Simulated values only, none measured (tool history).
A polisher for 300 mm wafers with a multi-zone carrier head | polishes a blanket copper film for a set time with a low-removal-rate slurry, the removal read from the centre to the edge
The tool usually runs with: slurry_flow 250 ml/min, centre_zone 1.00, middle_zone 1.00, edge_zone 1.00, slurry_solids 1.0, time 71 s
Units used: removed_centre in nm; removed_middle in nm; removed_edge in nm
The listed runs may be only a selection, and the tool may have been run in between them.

run	hour	slurry_flow	centre_zone	middle_zone	edge_zone	slurry_solids	time	wafers since the last listed run	wafers polished on this pad	hours since the slurry nozzle was cleaned	hours since the centre zone pressure was calibrated	hours since the edge zone pressure was calibrated	hours since the carrier head's membrane was replaced	incoming thickness of the incoming film, nm	removed_centre	removed_middle	removed_edge
1	0.0	250	1.00	1.00	1.00	1.0	71	0	462	98.6	1163.9	727.0	1405.7	1500.1	132.0	127.4	132.3
2	21.5	250	1.00	1.00	1.00	1.0	71	250	713	120.1	1185.4	748.5	1427.2	1495.5	130.9	127.8	133.2
# hour 39.5: worn pad replaced by a new one
3	46.4	250	1.00	1.00	1.00	1.0	71	243	80	145.0	1210.3	773.4	1452.1	1513.5	129.9	128.3	132.0
4	73.4	250	1.00	1.00	1.00	1.0	71	315	395	172.0	1237.3	800.4	1479.1	1523.8	129.2	127.2	129.4
5	102.1	250	1.00	1.00	1.00	1.0	71	334	730	200.7	1266.0	829.1	1507.8	1519.0	127.2	127.6	133.4
# hour 126.6: worn pad replaced by a new one
6	127.1	250	1.00	1.00	1.00	1.0	71	245	6	225.7	1291.0	854.1	1532.8	1481.3	127.9	126.7	129.5
7	159.5	250	1.00	1.00	1.00	1.0	71	378	384	258.1	1323.4	886.5	1565.2	1522.8	126.6	124.8	130.2
8	188.5	250	1.00	1.00	1.00	1.0	71	338	722	287.1	1352.4	915.5	1594.2	1495.1	125.4	123.6	127.8
9	200.6	250	1.00	1.00	1.00	1.0	71	141	864	299.2	1364.5	927.6	1606.3	1477.2	124.7	123.6	127.0
# hour 207.1: worn pad replaced by a new one
10	227.9	250	1.00	0.95	0.95	1.0	71	271	242	326.5	1391.8	954.9	1633.6	1487.6	122.6	116.6	123.7
11	255.8	250	1.12	1.00	1.00	1.0	89	325	567	354.4	1419.7	982.8	1661.5	1491.9	164.3	146.7	158.0
# hour 283.0: edge zone pressure recalibrated
12	285.9	250	1.00	1.00	1.00	1.0	71	327	895	384.5	1449.8	2.9	1691.6	1480.2	116.0	117.2	123.4
# hour 300.2: worn pad replaced by a new one
# hour 303.7: centre zone pressure recalibrated
13	309.4	310	1.00	1.00	1.00	1.0	71	204	83	408.0	5.7	26.4	1715.1	1510.0	121.3	117.2	124.3
# hour 314.3: slurry nozzle cleaned
# hour 325.3: carrier head's membrane replaced by a new one
14	328.6	250	0.94	1.05	1.00	1.0	71	154	237	14.3	24.9	45.6	3.3	1501.8	127.8	135.8	132.9
15	340.7	170	1.00	1.00	1.10	1.0	71	141	379	26.4	37.0	57.7	15.4	1491.4	120.1	120.0	131.5
16	373.4	250	1.00	1.00	1.00	1.0	71	381	760	59.1	69.7	90.4	48.1	1470.3	128.6	128.5	135.5
17	387.5	250	1.00	0.91	1.00	1.0	78	164	925	73.2	83.8	104.5	62.2	1512.9	139.0	130.0	147.2
# hour 392.2: worn pad replaced by a new one
18	420.0	250	1.00	1.00	1.00	1.1	71	332	324	105.7	116.3	137.0	94.7	1474.1	135.2	132.5	137.5

Each row is a separate what-if for the run after 18, all from the same tool condition, not one after another. Results?
A	420.5	250	1.00	1.00	1.00	1.0	71	5	330	106.2	116.8	137.5	95.2	1506.0	?	?	?
B	420.5	250	1.12	0.96	1.00	1.2	71	5	330	106.2	116.8	137.5	95.2	1506.0	?	?	?
C	420.5	165	1.00	1.00	1.00	1.1	71	5	330	106.2	116.8	137.5	95.2	1506.0	?	?	?
D	420.5	280	1.00	1.11	1.11	1.0	46	5	330	106.2	116.8	137.5	95.2	1506.0	?	?	?

run	removed_centre	removed_middle	removed_edge
A	131.5	128.9	131.6
B	152.4	132.5	140.2
C	125.4	124.0	129.0
D	86.6	92.5	90.6
With no hidden state in the tool, these same runs would have given:
run	removed_centre	removed_middle	removed_edge
A	132.4	129.6	132.2
B	153.4	133.3	140.8
C	126.7	125.1	129.9
D	87.2	93.0	91.0
